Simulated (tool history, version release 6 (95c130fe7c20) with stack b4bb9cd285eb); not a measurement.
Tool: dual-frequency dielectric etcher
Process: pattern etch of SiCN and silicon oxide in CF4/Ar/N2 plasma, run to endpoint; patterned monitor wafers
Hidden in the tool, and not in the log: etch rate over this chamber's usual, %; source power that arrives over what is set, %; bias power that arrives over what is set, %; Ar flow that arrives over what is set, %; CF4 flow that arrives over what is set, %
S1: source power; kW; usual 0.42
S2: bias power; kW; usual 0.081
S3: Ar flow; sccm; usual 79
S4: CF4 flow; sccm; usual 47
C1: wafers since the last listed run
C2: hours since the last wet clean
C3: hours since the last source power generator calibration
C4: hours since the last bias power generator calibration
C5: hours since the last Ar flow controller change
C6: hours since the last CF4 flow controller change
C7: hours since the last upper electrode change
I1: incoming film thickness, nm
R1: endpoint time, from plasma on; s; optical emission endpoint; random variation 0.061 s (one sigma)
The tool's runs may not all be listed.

{"run": 1, "hour": 0.0, "S1": 0.35, "S2": 0.081, "S3": 86, "S4": 47, "C1": 0, "C2": 101.5, "C3": 3117.3, "C4": 50.7, "C5": 3182.7, "C6": 164.3, "C7": 2421.8, "I1": 12.48, "R1": 14.7}
{"run": 2, "hour": 27.0, "S1": 0.42, "S2": 0.081, "S3": 79, "S4": 47, "C1": 449, "C2": 128.5, "C3": 3144.3, "C4": 77.7, "C5": 3209.7, "C6": 191.3, "C7": 2448.8, "I1": 12.32, "R1": 12.7}
{"run": 3, "hour": 43.6, "S1": 0.42, "S2": 0.091, "S3": 79, "S4": 47, "C1": 276, "C2": 145.1, "C3": 3160.9, "C4": 94.3, "C5": 3226.3, "C6": 207.9, "C7": 2465.4, "I1": 12.33, "R1": 12.4}
{"run": 4, "hour": 59.5, "S1": 0.42, "S2": 0.081, "S3": 79, "S4": 47, "C1": 264, "C2": 161, "C3": 3176.8, "C4": 110.2, "C5": 3242.2, "C6": 223.8, "C7": 2481.3, "I1": 12.38, "R1": 12.8}
{"run": 5, "hour": 91.4, "S1": 0.42, "S2": 0.081, "S3": 79, "S4": 47, "C1": 531, "C2": 192.9, "C3": 3208.7, "C4": 142.1, "C5": 3274.1, "C6": 255.7, "C7": 2513.2, "I1": 12.31, "R1": 12.7}
{"run": 6, "hour": 107.3, "S1": 0.42, "S2": 0.081, "S3": 79, "S4": 47, "C1": 264, "C2": 208.8, "C3": 3224.6, "C4": 158, "C5": 3290, "C6": 271.6, "C7": 2529.1, "I1": 12.48, "R1": 12.9}
{"run": 7, "hour": 122.1, "S1": 0.42, "S2": 0.081, "S3": 79, "S4": 47, "C1": 246, "C2": 223.6, "C3": 3239.4, "C4": 172.8, "C5": 3304.8, "C6": 286.4, "C7": 2543.9, "I1": 12.41, "R1": 12.7}
{"hour": 139.8, "done": "source power generator calibrated"}
{"run": 8, "hour": 140.3, "S1": 0.42, "S2": 0.095, "S3": 79, "S4": 37, "C1": 236, "C2": 241.8, "C3": 0.5, "C4": 191, "C5": 3323, "C6": 304.6, "C7": 2562.1, "I1": 12.35, "R1": 12.7}
{"run": 9, "hour": 159.6, "S1": 0.42, "S2": 0.073, "S3": 70, "S4": 57, "C1": 321, "C2": 261.1, "C3": 19.8, "C4": 210.3, "C5": 3342.3, "C6": 323.9, "C7": 2581.4, "I1": 12.37, "R1": 12.4}
{"run": 10, "hour": 190.9, "S1": 0.42, "S2": 0.081, "S3": 66, "S4": 47, "C1": 521, "C2": 292.4, "C3": 51.1, "C4": 241.6, "C5": 3373.6, "C6": 355.2, "C7": 2612.7, "I1": 12.37, "R1": 12.4}
{"hour": 225.8, "done": "wet clean of the chamber"}
{"hour": 241.9, "done": "upper electrode replaced"}
{"run": 11, "hour": 242.4, "S1": 0.42, "S2": 0.081, "S3": 79, "S4": 52, "C1": 190, "C2": 16.6, "C3": 102.6, "C4": 293.1, "C5": 3425.1, "C6": 406.7, "C7": 0.5, "I1": 12.46, "R1": 12.6}
{"run": 12, "hour": 242.7, "S1": 0.34, "S2": 0.089, "S3": 96, "S4": 57, "C1": 4, "C2": 16.9, "C3": 102.9, "C4": 293.4, "C5": 3425.4, "C6": 407, "C7": 0.8, "I1": 12.33, "R1": 14.2}
{"run": 13, "hour": 265.4, "S1": 0.42, "S2": 0.081, "S3": 94, "S4": 51, "C1": 377, "C2": 39.6, "C3": 125.6, "C4": 316.1, "C5": 3448.1, "C6": 429.7, "C7": 23.5, "I1": 12.36, "R1": 12.8}
{"run": 14, "hour": 281.9, "S1": 0.45, "S2": 0.07, "S3": 70, "S4": 47, "C1": 274, "C2": 56.1, "C3": 142.1, "C4": 332.6, "C5": 3464.6, "C6": 446.2, "C7": 40, "I1": 12.3, "R1": 12.2}
{"run": 15, "hour": 309.6, "S1": 0.42, "S2": 0.081, "S3": 63, "S4": 47, "C1": 461, "C2": 83.8, "C3": 169.8, "C4": 360.3, "C5": 3492.3, "C6": 473.9, "C7": 67.7, "I1": 12.51, "R1": 12.4}
{"hour": 387.6, "done": "Ar flow controller replaced"}
{"run": 16, "hour": 404.6, "S1": 0.42, "S2": 0.081, "S3": 79, "S4": 47, "C1": 1481, "C2": 178.8, "C3": 264.8, "C4": 455.3, "C5": 17, "C6": 568.9, "C7": 162.7, "I1": 12.34, "R1": 12.7}
{"run": 17, "hour": 417.2, "S1": 0.42, "S2": 0.1, "S3": 68, "S4": 47, "C1": 209, "C2": 191.4, "C3": 277.4, "C4": 467.9, "C5": 29.6, "C6": 581.5, "C7": 175.3, "I1": 12.49, "R1": 12}
{"run": 18, "hour": 444.5, "S1": 0.42, "S2": 0.098, "S3": 79, "S4": 47, "C1": 454, "C2": 218.7, "C3": 304.7, "C4": 495.2, "C5": 56.9, "C6": 608.8, "C7": 202.6, "I1": 12.44, "R1": 12.1}
{"run": 19, "hour": 475.5, "S1": 0.35, "S2": 0.081, "S3": 79, "S4": 54, "C1": 516, "C2": 249.7, "C3": 335.7, "C4": 526.2, "C5": 87.9, "C6": 639.8, "C7": 233.6, "I1": 12.4, "R1": 14}
{"run": 20, "hour": 503.8, "S1": 0.42, "S2": 0.081, "S3": 79, "S4": 47, "C1": 471, "C2": 278, "C3": 364, "C4": 554.5, "C5": 116.2, "C6": 668.1, "C7": 261.9, "I1": 12.45, "R1": 12.8}
{"hour": 558.2, "done": "wet clean of the chamber"}
{"run": 21, "hour": 590.2, "S1": 0.42, "S2": 0.1, "S3": 68, "S4": 47, "C1": 1038, "C2": 32, "C3": 450.4, "C4": 640.9, "C5": 202.6, "C6": 754.5, "C7": 348.3, "I1": 12.41, "R1": 11.9}
{"run": 22, "hour": 613.8, "S1": 0.52, "S2": 0.081, "S3": 84, "S4": 47, "C1": 392, "C2": 55.6, "C3": 474, "C4": 664.5, "C5": 226.2, "C6": 778.1, "C7": 371.9, "I1": 12.33, "R1": 10.8}
{"run": 23, "hour": 643.3, "S1": 0.42, "S2": 0.071, "S3": 62, "S4": 47, "C1": 491, "C2": 85.1, "C3": 503.5, "C4": 694, "C5": 255.7, "C6": 807.6, "C7": 401.4, "I1": 12.51, "R1": 12.8}

Hidden state at the last listed run before each entry between runs and at the first one after, where it differs:
Between runs 7 and 8: source power generator calibrated (hour 139.8)
  no hidden state differs between the two runs
Between runs 10 and 11: wet clean of the chamber (hour 225.8); upper electrode replaced (hour 241.9)
  no hidden state differs between the two runs
Between runs 15 and 16: Ar flow controller replaced (hour 387.6)
  no hidden state differs between the two runs
Between runs 20 and 21: wet clean of the chamber (hour 558.2)
  no hidden state differs between the two runs
